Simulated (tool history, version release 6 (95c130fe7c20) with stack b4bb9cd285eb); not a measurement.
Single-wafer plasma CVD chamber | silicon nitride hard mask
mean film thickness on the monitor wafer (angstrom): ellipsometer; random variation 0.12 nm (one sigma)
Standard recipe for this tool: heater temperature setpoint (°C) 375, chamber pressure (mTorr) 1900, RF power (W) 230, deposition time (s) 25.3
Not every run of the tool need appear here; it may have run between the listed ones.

run    hour  heater temperature setpoint (°C)  chamber pressure (mTorr)  RF power (W)  deposition time (s)  wafers since the last listed run  hours since the last thermocouple change  hours since the last RF generator calibration  hours since the last manometer calibration  hours since the showerhead was replaced  hours since the gauge calibration  read-back reference wafer on the same gauge, thickness_nm  mean film thickness on the monitor wafer (angstrom)
  1       0                               375                      1900           230                 25.3                                 0                                    1065.4                                           1051                                       570.1                                        1                               90.3                                                      27.93                                               264.65
  2    25.6                               375                      1900           230                 25.3                               470                                      1091                                         1076.6                                       595.7                                     26.6                              115.9                                                     27.932                                               266.51
  3    87.7                               366                      1900           230                 27.4                              1141                                    1153.1                                         1138.7                                       657.8                                     88.7                                178                                                      27.91                                               287.56
      113.7  -- RF generator calibrated
  4   117.4                               375                      1900           255                 23.8                               398                                    1182.8                                            3.7                                       687.5                                    118.4                              207.7                                                     27.931                                               258.16
  5   183.5                               375                      1900           255                 23.8                              1214                                    1248.9                                           69.8                                       753.6                                    184.5                              273.8                                                     27.914                                               258.89
  6   220.7                               375                      1900           255                 23.8                               683                                    1286.1                                            107                                       790.8                                    221.7                                311                                                     27.871                                               258.69
  7   274.1                               375                      1900           230                 25.3                               981                                    1339.5                                          160.4                                       844.2                                    275.1                              364.4                                                     27.874                                               264.23
  8   305.7                               375                      2310           230                 25.3                               580                                    1371.1                                            192                                       875.8                                    306.7                                396                                                     27.859                                               277.46
  9   374.5                               375                      1900           230                 21.6                              1264                                    1439.9                                          260.8                                       944.6                                    375.5                              464.8                                                     27.928                                               225.41
 10   415.2                               375                      1900           230                 20.4                               748                                    1480.6                                          301.5                                       985.3                                    416.2                              505.5                                                     27.899                                               213.73
 11   455.6                               375                      1900           230                 25.3                               742                                      1521                                          341.9                                      1025.7                                    456.6                              545.9                                                     27.912                                               263.59
 12   517.9                               375                      1900           230                 22.8                              1145                                    1583.3                                          404.2                                        1088                                    518.9                              608.2                                                     27.866                                               237.59
 13   684.1                               375                      1900           230                 25.3                              3054                                    1749.5                                          570.4                                      1254.2                                    685.1                              774.4                                                     27.919                                               264.85
      702.9  -- thermocouple changed; heater temperature recalibrated
      721.9  -- capacitance manometer re-zeroed and calibrated
 14   740.3                               375                      1650           200                 25.3                               738                                      37.4                                          626.6                                        18.4                                    741.3                              830.6                                                     27.882                                               241.06
 15     794                               381                      2120           250                 28.7                               987                                      91.1                                          680.3                                        72.1                                      795                              884.3                                                     27.911                                               320.57
 16   843.1                               361                      1900           210                 25.3                               902                                     140.2                                          729.4                                       121.2                                    844.1                              933.4                                                       27.9                                               255.72
 17   869.2                               375                      1900           230                 25.3                               479                                     166.3                                          755.5                                       147.3                                    870.2                              959.5                                                     27.906                                               262.97
 18   902.3                               375                      1900           230                 25.3                               608                                     199.4                                          788.6                                       180.4                                    903.3                              992.6                                                     27.907                                                263.7
 19   937.3                               375                      1900           230                 25.3                               643                                     234.4                                          823.6                                       215.4                                    938.3                             1027.6                                                      27.91                                               261.87
 20  1001.5                               375                      2290           230                   24                              1179                                     298.6                                          887.8                                       279.6                                   1002.5                             1091.8                                                     27.937                                               262.17
 21  1052.2                               375                      1900           230                 25.3                               931                                     349.3                                          938.5                                       330.3                                   1053.2                             1142.5                                                      27.82                                                264.4
 22  1110.6                               375                      1900           230                 25.3                              1073                                     407.7                                          996.9                                       388.7                                   1111.6                             1200.9                                                     27.893                                               266.47
 23  1179.2                               375                      1670           230                 25.3                              1260                                     476.3                                         1065.5                                       457.3                                   1180.2                             1269.5                                                     27.849                                               256.76
 24    1274                               367                      1900           275                 25.3                              1742                                     571.1                                         1160.3                                       552.1                                     1275                             1364.3                                                     27.906                                               284.11
 25  1312.6                               386                      2170           190                 29.6                               709                                     609.7                                         1198.9                                       590.7                                   1313.6                             1402.9                                                     27.855                                               291.94
 26  1348.7                               384                      1900           185                 22.7                               663                                     645.8                                           1235                                       626.8                                   1349.7                               1439                                                     27.944                                               215.95
 27    1380                               375                      1660           205                 25.3                               575                                     677.1                                         1266.3                                       658.1                                     1381                             1470.3                                                     27.907                                               241.19
 28  1416.9                               375                      1900           230                 25.3                               678                                       714                                         1303.2                                         695                                   1417.9                             1507.2                                                       27.9                                               265.06
     1438.9  -- RF generator calibrated
 29  1456.9                               375                      1900           270                 25.3                               588                                       754                                             18                                         735                                   1457.9                             1547.2                                                      27.86                                               281.77

Give the tool's hidden conditions for every run:
wafer temperature above the value expected at the setpoint (K): 0 on each run
delivered RF power above the setpoint (%): 0 on each run
true pressure above the setpoint (%): 0 on each run
gauge reads high (%): 0 on each run

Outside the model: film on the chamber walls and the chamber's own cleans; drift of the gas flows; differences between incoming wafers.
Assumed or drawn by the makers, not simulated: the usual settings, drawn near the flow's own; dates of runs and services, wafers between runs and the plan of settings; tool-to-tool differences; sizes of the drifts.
